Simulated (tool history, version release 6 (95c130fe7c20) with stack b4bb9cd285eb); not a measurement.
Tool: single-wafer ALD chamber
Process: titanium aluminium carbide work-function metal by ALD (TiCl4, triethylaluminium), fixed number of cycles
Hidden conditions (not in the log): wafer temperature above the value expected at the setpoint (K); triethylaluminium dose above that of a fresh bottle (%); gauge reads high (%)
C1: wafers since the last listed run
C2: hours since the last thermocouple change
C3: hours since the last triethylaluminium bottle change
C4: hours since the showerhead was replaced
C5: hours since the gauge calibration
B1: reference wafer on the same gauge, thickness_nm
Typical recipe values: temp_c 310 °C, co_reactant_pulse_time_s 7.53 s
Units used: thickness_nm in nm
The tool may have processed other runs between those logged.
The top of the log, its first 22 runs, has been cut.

run 23 hour=2001.9 | temp_c=310 co_reactant_pulse_time_s=7.53 | C1=996 C2=2487.1 C3=863.9 C4=145.7 C5=805.3 | B1=2.107 | thickness_nm=1.790
-- hour=2114.9 thermocouple changed; heater temperature recalibrated
run 24 hour=2191.4 | temp_c=295 co_reactant_pulse_time_s=4.66 | C1=2557 C2=76.5 C3=1053.4 C4=335.2 C5=994.8 | B1=2.111 | thickness_nm=1.525
run 25 hour=2245.1 | temp_c=304 co_reactant_pulse_time_s=6.49 | C1=756 C2=130.2 C3=1107.1 C4=388.9 C5=1048.5 | B1=2.113 | thickness_nm=1.686
run 26 hour=2308.8 | temp_c=296 co_reactant_pulse_time_s=7.53 | C1=897 C2=193.9 C3=1170.8 C4=452.6 C5=1112.2 | B1=2.112 | thickness_nm=1.688
run 27 hour=2409.4 | temp_c=310 co_reactant_pulse_time_s=7.53 | C1=1417 C2=294.5 C3=1271.4 C4=553.2 C5=1212.8 | B1=2.109 | thickness_nm=1.790
run 28 hour=2496.1 | temp_c=317 co_reactant_pulse_time_s=9.45 | C1=1221 C2=381.2 C3=1358.1 C4=639.9 C5=1299.5 | B1=2.110 | thickness_nm=1.877
run 29 hour=2541.2 | temp_c=310 co_reactant_pulse_time_s=7.53 | C1=635 C2=426.3 C3=1403.2 C4=685.0 C5=1344.6 | B1=2.111 | thickness_nm=1.786
run 30 hour=2627.8 | temp_c=310 co_reactant_pulse_time_s=7.53 | C1=1220 C2=512.9 C3=1489.8 C4=771.6 C5=1431.2 | B1=2.112 | thickness_nm=1.780
run 31 hour=2703.3 | temp_c=310 co_reactant_pulse_time_s=7.53 | C1=1063 C2=588.4 C3=1565.3 C4=847.1 C5=1506.7 | B1=2.110 | thickness_nm=1.796
run 32 hour=2811.2 | temp_c=310 co_reactant_pulse_time_s=7.53 | C1=1520 C2=696.3 C3=1673.2 C4=955.0 C5=1614.6 | B1=2.109 | thickness_nm=1.778
run 33 hour=2871.2 | temp_c=318 co_reactant_pulse_time_s=9.30 | C1=845 C2=756.3 C3=1733.2 C4=1015.0 C5=1674.6 | B1=2.110 | thickness_nm=1.904

Predict each of these 4 candidate next runs independently; none follows another, all start after run 33:
run A hour=2871.6 | temp_c=310 co_reactant_pulse_time_s=5.49 | C1=5 C2=756.7 C3=1733.6 C4=1015.4 C5=1675.0 | B1=? | thickness_nm=?
run B hour=2871.6 | temp_c=318 co_reactant_pulse_time_s=5.25 | C1=5 C2=756.7 C3=1733.6 C4=1015.4 C5=1675.0 | B1=? | thickness_nm=?
run C hour=2871.6 | temp_c=310 co_reactant_pulse_time_s=6.22 | C1=5 C2=756.7 C3=1733.6 C4=1015.4 C5=1675.0 | B1=? | thickness_nm=?
run D hour=2871.6 | temp_c=310 co_reactant_pulse_time_s=10.22 | C1=5 C2=756.7 C3=1733.6 C4=1015.4 C5=1675.0 | B1=? | thickness_nm=?

run=A B1=2.109 thickness_nm=1.676
run=B B1=2.109 thickness_nm=1.708
run=C B1=2.109 thickness_nm=1.722
run=D B1=2.109 thickness_nm=1.860
With the hidden condition removed and each run's random variation left untouched, the same runs would have given:
run=A thickness_nm=1.676
run=B thickness_nm=1.708
run=C thickness_nm=1.722
run=D thickness_nm=1.860
